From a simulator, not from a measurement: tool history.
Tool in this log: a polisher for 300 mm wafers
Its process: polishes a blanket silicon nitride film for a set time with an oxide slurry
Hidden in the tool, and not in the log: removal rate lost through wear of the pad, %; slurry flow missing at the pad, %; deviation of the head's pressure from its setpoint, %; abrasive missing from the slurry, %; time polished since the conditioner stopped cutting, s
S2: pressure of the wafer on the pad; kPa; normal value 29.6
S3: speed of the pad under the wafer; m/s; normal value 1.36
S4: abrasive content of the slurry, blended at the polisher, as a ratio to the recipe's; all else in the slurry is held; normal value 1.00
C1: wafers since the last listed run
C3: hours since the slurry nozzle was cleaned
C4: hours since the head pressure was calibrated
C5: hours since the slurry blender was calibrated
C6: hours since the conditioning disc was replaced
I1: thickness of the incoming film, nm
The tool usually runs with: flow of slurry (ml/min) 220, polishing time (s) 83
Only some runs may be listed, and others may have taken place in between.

run 1 hour=0.0 | flow_of_slurry_(ml/min)=220 S2=29.6 S3=1.06 S4=1.00 polishing_time_(s)=83 | C1=0 wafers_polished_on_this_pad=611 C3=332.7 C4=798.0 C5=18.3 C6=48.2 | I1=393.0 | film_removed_(nm)=63.2
-- hour=72.2 worn pad replaced by a new one
-- hour=77.0 conditioning disc replaced and pad reconditioned
run 2 hour=103.7 | flow_of_slurry_(ml/min)=220 S2=29.6 S3=1.36 S4=1.00 polishing_time_(s)=83 | C1=1294 wafers_polished_on_this_pad=390 C3=436.4 C4=901.7 C5=122.0 C6=26.7 | I1=386.8 | film_removed_(nm)=75.5
run 3 hour=126.2 | flow_of_slurry_(ml/min)=220 S2=29.6 S3=1.36 S4=1.00 polishing_time_(s)=83 | C1=298 wafers_polished_on_this_pad=688 C3=458.9 C4=924.2 C5=144.5 C6=49.2 | I1=386.8 | film_removed_(nm)=72.0
run 4 hour=161.7 | flow_of_slurry_(ml/min)=220 S2=36.5 S3=1.36 S4=1.00 polishing_time_(s)=83 | C1=470 wafers_polished_on_this_pad=1159 C3=494.4 C4=959.7 C5=180.0 C6=84.7 | I1=387.8 | film_removed_(nm)=81.0
-- hour=190.5 worn pad replaced by a new one
run 5 hour=193.8 | flow_of_slurry_(ml/min)=220 S2=29.6 S3=1.36 S4=1.00 polishing_time_(s)=83 | C1=372 wafers_polished_on_this_pad=43 C3=526.5 C4=991.8 C5=212.1 C6=116.8 | I1=395.5 | film_removed_(nm)=68.7
-- hour=209.5 conditioning disc replaced and pad reconditioned
run 6 hour=210.0 | flow_of_slurry_(ml/min)=220 S2=29.6 S3=1.36 S4=1.00 polishing_time_(s)=83 | C1=188 wafers_polished_on_this_pad=231 C3=542.7 C4=1008.0 C5=228.3 C6=0.5 | I1=393.7 | film_removed_(nm)=73.6
-- hour=238.4 head pressure recalibrated
run 7 hour=239.4 | flow_of_slurry_(ml/min)=220 S2=29.6 S3=1.36 S4=1.00 polishing_time_(s)=83 | C1=362 wafers_polished_on_this_pad=594 C3=572.1 C4=1.0 C5=257.7 C6=29.9 | I1=390.2 | film_removed_(nm)=72.2
run 8 hour=261.6 | flow_of_slurry_(ml/min)=220 S2=29.6 S3=1.36 S4=1.00 polishing_time_(s)=83 | C1=294 wafers_polished_on_this_pad=888 C3=594.3 C4=23.2 C5=279.9 C6=52.1 | I1=392.5 | film_removed_(nm)=69.0
run 9 hour=292.6 | flow_of_slurry_(ml/min)=220 S2=29.6 S3=1.36 S4=1.00 polishing_time_(s)=83 | C1=410 wafers_polished_on_this_pad=1299 C3=625.3 C4=54.2 C5=310.9 C6=83.1 | I1=386.7 | film_removed_(nm)=67.4
-- hour=307.0 worn pad replaced by a new one
-- hour=321.7 slurry blender recalibrated
run 10 hour=326.4 | flow_of_slurry_(ml/min)=290 S2=34.5 S3=1.16 S4=1.15 polishing_time_(s)=83 | C1=368 wafers_polished_on_this_pad=230 C3=659.1 C4=88.0 C5=4.7 C6=116.9 | I1=387.2 | film_removed_(nm)=76.3
-- hour=340.6 conditioning disc replaced and pad reconditioned
run 11 hour=341.4 | flow_of_slurry_(ml/min)=195 S2=29.6 S3=1.36 S4=1.00 polishing_time_(s)=83 | C1=172 wafers_polished_on_this_pad=402 C3=674.1 C4=103.0 C5=19.7 C6=0.8 | I1=387.6 | film_removed_(nm)=75.9
run 12 hour=355.1 | flow_of_slurry_(ml/min)=220 S2=29.6 S3=1.20 S4=1.00 polishing_time_(s)=83 | C1=181 wafers_polished_on_this_pad=583 C3=687.8 C4=116.7 C5=33.4 C6=14.5 | I1=392.5 | film_removed_(nm)=69.0
run 13 hour=369.8 | flow_of_slurry_(ml/min)=290 S2=29.6 S3=0.94 S4=0.70 polishing_time_(s)=108 | C1=194 wafers_polished_on_this_pad=778 C3=702.5 C4=131.4 C5=48.1 C6=29.2 | I1=392.4 | film_removed_(nm)=63.8
run 14 hour=390.1 | flow_of_slurry_(ml/min)=220 S2=29.6 S3=1.36 S4=1.00 polishing_time_(s)=83 | C1=268 wafers_polished_on_this_pad=1047 C3=722.8 C4=151.7 C5=68.4 C6=49.5 | I1=385.8 | film_removed_(nm)=74.4

Run 15 is up next; what results do you expect?
-- hour=396.9 slurry nozzle cleaned
-- hour=411.4 worn pad replaced by a new one
run 15 hour=444.9 | flow_of_slurry_(ml/min)=220 S2=29.6 S3=1.36 S4=1.00 polishing_time_(s)=83 | C1=659 wafers_polished_on_this_pad=443 C3=48.0 C4=206.5 C5=123.2 C6=104.3 | I1=395.7 | film_removed_(nm)=?

film removed (nm): 71.9
Without the tool's hidden state the same run would have given film removed (nm) 79.6.
